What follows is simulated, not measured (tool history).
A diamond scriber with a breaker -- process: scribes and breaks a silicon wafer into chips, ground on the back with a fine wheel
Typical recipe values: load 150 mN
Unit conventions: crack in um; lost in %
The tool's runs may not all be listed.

| run | day | load | incoming depth of the damage left on the back of the incoming wafer, um | crack | lost |
|---|---|---|---|---|---|
| 1 | 0.000 | 150 | 2.28 | 15.05 | 2.62 |
| 2 | 2.008 | 150 | 1.90 | 14.95 | 2.64 |
| 3 | 4.733 | 150 | 2.52 | 15.39 | 3.16 |
|  | 6.271 | load on the tip recalibrated |
| 4 | 6.633 | 150 | 1.52 | 13.61 | 1.47 |
| 5 | 8.558 | 150 | 2.94 | 13.91 | 2.45 |
| 6 | 11.108 | 130 | 2.65 | 12.53 | 3.81 |
| 7 | 13.021 | 130 | 2.85 | 12.54 | 4.02 |
| 8 | 18.721 | 130 | 2.32 | 13.00 | 2.82 |
| 9 | 21.188 | 150 | 2.94 | 14.26 | 2.32 |
| 10 | 23.242 | 150 | 2.52 | 14.52 | 2.03 |
| 11 | 24.846 | 117 | 2.35 | 12.04 | 4.83 |
|  | 26.662 | diamond tip replaced by a new one |
| 12 | 27.467 | 150 | 1.52 | 14.53 | 1.81 |
| 13 | 30.238 | 150 | 1.56 | 15.16 | 1.84 |
| 14 | 33.196 | 150 | 2.20 | 14.51 | 2.26 |
| 15 | 37.971 | 150 | 2.81 | 15.05 | 2.72 |
| 16 | 39.254 | 150 | 2.73 | 15.29 | 2.87 |
|  | 39.575 | load on the tip recalibrated |
| 17 | 42.067 | 165 | 2.53 | 14.76 | 2.40 |
| 18 | 44.650 | 150 | 2.55 | 13.53 | 1.99 |
| 19 | 45.821 | 130 | 2.56 | 12.28 | 3.38 |
| 20 | 54.200 | 186 | 2.54 | 17.17 | 6.22 |
| 21 | 55.379 | 113 | 2.59 | 11.33 | 6.78 |
| 22 | 56.954 | 150 | 2.25 | 14.49 | 1.93 |
|  | 58.267 | diamond tip replaced by a new one |
| 23 | 58.288 | 188 | 1.94 | 17.13 | 6.93 |
| 24 | 60.138 | 192 | 2.27 | 17.57 | 8.08 |
| 25 | 61.508 | 181 | 1.71 | 16.75 | 6.20 |
| 26 | 68.321 | 150 | 1.70 | 15.01 | 2.13 |
| 27 | 70.896 | 184 | 1.62 | 17.70 | 7.59 |
| 28 | 73.808 | 124 | 2.48 | 13.25 | 2.60 |
|  | 75.458 | load on the tip recalibrated |
| 29 | 75.954 | 171 | 2.32 | 15.06 | 3.00 |
| 30 | 78.417 | 150 | 1.67 | 14.25 | 1.56 |
| 31 | 80.079 | 193 | 2.35 | 17.33 | 6.94 |
| 32 | 82.804 | 115 | 2.43 | 11.91 | 6.13 |

Consider 4 possible next runs. They are alternatives, not a sequence: every one starts from the tool as it was left by run 32. What does each give?
| A | 82.825 | 168 | 2.18 | ? | ? |
| B | 82.825 | 128 | 2.18 | ? | ? |
| C | 82.825 | 119 | 2.18 | ? | ? |
| D | 82.825 | 112 | 2.18 | ? | ? |

| run | crack | lost |
|---|---|---|
| A | 15.01 | 3.27 |
| B | 12.26 | 3.03 |
| C | 11.60 | 4.87 |
| D | 11.07 | 7.01 |
Stripped of hidden state, with their random variation kept, the same runs would have yielded:
| run | crack | lost |
|---|---|---|
| A | 14.62 | 2.61 |
| B | 11.94 | 3.81 |
| C | 11.30 | 6.02 |
| D | 10.79 | 8.45 |
